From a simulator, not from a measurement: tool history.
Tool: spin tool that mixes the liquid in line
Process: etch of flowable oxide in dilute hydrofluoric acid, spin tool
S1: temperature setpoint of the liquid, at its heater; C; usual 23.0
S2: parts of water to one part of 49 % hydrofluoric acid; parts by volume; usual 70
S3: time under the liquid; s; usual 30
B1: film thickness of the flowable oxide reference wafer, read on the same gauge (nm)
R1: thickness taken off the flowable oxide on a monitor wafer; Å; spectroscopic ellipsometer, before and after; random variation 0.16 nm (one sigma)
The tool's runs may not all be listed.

run 1 hour=0.0 | S1=23.0 S2=70 S3=30 | B1=110.05 | R1=174.4
run 2 hour=14.3 | S1=23.0 S2=70 S3=30 | B1=110.02 | R1=172.9
run 3 hour=27.8 | S1=23.0 S2=70 S3=30 | B1=110.00 | R1=173.8
run 4 hour=39.9 | S1=23.0 S2=70 S3=30 | B1=110.02 | R1=173.7
-- hour=89.8 thermometer replaced
run 5 hour=93.2 | S1=22.0 S2=70 S3=30 | B1=110.01 | R1=182.3
run 6 hour=110.6 | S1=23.0 S2=70 S3=30 | B1=109.99 | R1=189.7
run 7 hour=124.0 | S1=23.0 S2=70 S3=30 | B1=110.00 | R1=190.5
run 8 hour=141.9 | S1=23.0 S2=70 S3=30 | B1=109.98 | R1=189.0
run 9 hour=155.7 | S1=23.0 S2=85 S3=30 | B1=110.01 | R1=152.1
run 10 hour=172.0 | S1=23.0 S2=70 S3=30 | B1=109.97 | R1=193.2
run 11 hour=187.1 | S1=21.0 S2=95 S3=45 | B1=109.98 | R1=188.8
run 12 hour=197.2 | S1=27.0 S2=70 S3=30 | B1=109.98 | R1=225.9
run 13 hour=210.8 | S1=21.5 S2=70 S3=20 | B1=109.99 | R1=118.4
run 14 hour=221.2 | S1=21.5 S2=95 S3=50 | B1=109.98 | R1=211.5
run 15 hour=232.4 | S1=25.5 S2=95 S3=40 | B1=110.02 | R1=199.8
-- hour=247.8 hydrofluoric acid flow meter replaced
run 16 hour=249.4 | S1=19.5 S2=70 S3=20 | B1=110.02 | R1=109.0
run 17 hour=266.2 | S1=23.0 S2=70 S3=30 | B1=110.00 | R1=190.4
run 18 hour=273.5 | S1=23.0 S2=50 S3=30 | B1=109.99 | R1=270.0
run 19 hour=312.9 | S1=27.0 S2=85 S3=15 | B1=110.00 | R1=89.4
-- hour=313.6 gauge calibrated
run 20 hour=321.7 | S1=27.5 S2=90 S3=30 | B1=110.00 | R1=171.0
run 21 hour=328.7 | S1=23.0 S2=95 S3=30 | B1=110.00 | R1=133.6
run 22 hour=342.9 | S1=23.0 S2=50 S3=30 | B1=110.00 | R1=274.7
run 23 hour=353.5 | S1=23.0 S2=70 S3=30 | B1=110.01 | R1=189.4
run 24 hour=363.3 | S1=23.0 S2=70 S3=30 | B1=110.01 | R1=188.1
run 25 hour=373.3 | S1=23.0 S2=70 S3=30 | B1=110.01 | R1=188.5
run 26 hour=379.4 | S1=27.5 S2=40 S3=25 | B1=110.01 | R1=346.6
run 27 hour=391.0 | S1=25.0 S2=70 S3=15 | B1=109.98 | R1=103.0
run 28 hour=404.4 | S1=23.0 S2=70 S3=30 | B1=110.00 | R1=186.6
run 29 hour=412.2 | S1=23.0 S2=70 S3=15 | B1=109.99 | R1=94.6
run 30 hour=420.9 | S1=23.0 S2=40 S3=20 | B1=110.00 | R1=224.4
run 31 hour=432.4 | S1=23.0 S2=70 S3=25 | B1=109.97 | R1=157.3
run 32 hour=441.4 | S1=27.5 S2=100 S3=20 | B1=110.03 | R1=101.9
run 33 hour=456.8 | S1=23.0 S2=70 S3=40 | B1=109.96 | R1=251.5
run 34 hour=469.0 | S1=23.0 S2=70 S3=30 | B1=110.01 | R1=183.7

4 ways to go on from here, each from the tool as it stands after run 34. What would each give?
run A hour=469.4 | S1=23.0 S2=70 S3=30 | B1=? | R1=?
run B hour=469.4 | S1=23.0 S2=55 S3=30 | B1=? | R1=?
run C hour=469.4 | S1=26.5 S2=70 S3=15 | B1=? | R1=?
run D hour=469.4 | S1=25.5 S2=100 S3=30 | B1=? | R1=?

run=A B1=109.98 R1=190.4
run=B B1=109.98 R1=246.9
run=C B1=109.98 R1=109.8
run=D B1=109.98 R1=142.1
Without the tool's hidden state the same runs would have given:
run=A R1=199.1
run=B R1=258.2
run=C R1=114.6
run=D R1=148.2

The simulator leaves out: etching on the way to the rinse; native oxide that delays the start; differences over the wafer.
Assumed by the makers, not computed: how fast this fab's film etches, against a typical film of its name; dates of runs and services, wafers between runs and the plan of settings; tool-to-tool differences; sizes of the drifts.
